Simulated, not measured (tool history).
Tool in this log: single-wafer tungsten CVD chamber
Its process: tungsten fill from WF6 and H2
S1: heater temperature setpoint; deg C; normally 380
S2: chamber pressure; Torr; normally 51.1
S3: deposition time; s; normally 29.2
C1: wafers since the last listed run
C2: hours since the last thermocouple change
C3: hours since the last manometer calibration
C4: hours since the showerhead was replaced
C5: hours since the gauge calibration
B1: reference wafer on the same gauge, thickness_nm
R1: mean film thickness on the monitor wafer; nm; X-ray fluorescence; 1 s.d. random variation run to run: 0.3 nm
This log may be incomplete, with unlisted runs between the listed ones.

run,hour,S1,S2,S3,C1,C2,C3,C4,C5,B1,R1
1,0,380,51.1,29.2,0,1346.1,819.6,6211.9,1362,69.999,74.158
2,47.5,380,51.1,29.2,789,1393.6,867.1,6259.4,1409.5,70.019,74.174
3,72.4,380,51.1,29.2,413,1418.5,892,6284.3,1434.4,70.006,73.406
4,133.2,380,51.1,29.2,1010,1479.3,952.8,6345.1,1495.2,70.022,73.845
5,174.6,380,51.1,29.2,688,1520.7,994.2,6386.5,1536.6,70.016,73.773
6,216.2,380,60.3,29.2,691,1562.3,1035.8,6428.1,1578.2,69.999,79.124
7,284.1,380,60.3,29.2,1128,1630.2,1103.7,6496,1646.1,69.984,78.657
8,315,380,51.1,29.2,513,1661.1,1134.6,6526.9,1677,70.006,73.579
# hour 323.1: showerhead replaced
9,360.9,389,51.1,29.2,630,1707,1180.5,37.8,1722.9,70.02,90.204
10,415.3,389,51.1,29.2,904,1761.4,1234.9,92.2,1777.3,70.059,90.068
11,465.1,380,51.1,29.2,827,1811.2,1284.7,142,1827.1,70.03,73.185
12,621.4,380,60,31.3,2598,1967.5,1441,298.3,1983.4,70.07,83.109
# hour 637: capacitance manometer re-zeroed and calibrated
# hour 667.9: thermocouple changed; heater temperature recalibrated
13,673,380,60,31.3,591,5.1,36,349.9,2035,70.09,84.988
# hour 692.1: gauge calibrated
14,698.2,369,51.1,29.2,418,30.3,61.2,375.1,6.1,69.987,56.884
15,738.9,380,60.2,26.1,676,71,101.9,415.8,46.8,70,70.593
16,795.1,380,51.1,29.2,934,127.2,158.1,472,103,70.031,73.854
17,859.1,380,47,33.4,1063,191.2,222.1,536,167,69.963,82.783
18,927.4,380,51.1,29.2,1135,259.5,290.4,604.3,235.3,69.987,74.176
19,993.9,380,51.1,29.2,1105,326,356.9,670.8,301.8,69.963,74.304
20,1053.2,380,51.1,32.2,985,385.3,416.2,730.1,361.1,70.056,81.924
21,1121.2,390,47.3,34.9,1130,453.3,484.2,798.1,429.1,70.015,107.345
22,1180.8,388,51.1,29.2,990,512.9,543.8,857.7,488.7,69.964,88.487
23,1212.5,380,42.3,26.8,527,544.6,575.5,889.4,520.4,70.025,62.936
24,1239.6,380,47,33.4,450,571.7,602.6,916.5,547.5,70.009,81.959
25,1309.1,380,51.1,29.2,1155,641.2,672.1,986,617,70.043,73.778
26,1348.6,393,44.2,33.8,656,680.7,711.6,1025.5,656.5,70.003,107.15
27,1410.6,380,51.1,29.2,1030,742.7,773.6,1087.5,718.5,70.049,73.53

The next listed run, before its measurement:
28,1463.4,380,51.1,29.2,877,795.5,826.4,1140.3,771.3,?,?

{"run 28": {"B1": 70.025, "R1": 73.417}}
Take away the tool's hidden state, keep the run-to-run variation as it was, and the same run would have given R1 73.637 nm.

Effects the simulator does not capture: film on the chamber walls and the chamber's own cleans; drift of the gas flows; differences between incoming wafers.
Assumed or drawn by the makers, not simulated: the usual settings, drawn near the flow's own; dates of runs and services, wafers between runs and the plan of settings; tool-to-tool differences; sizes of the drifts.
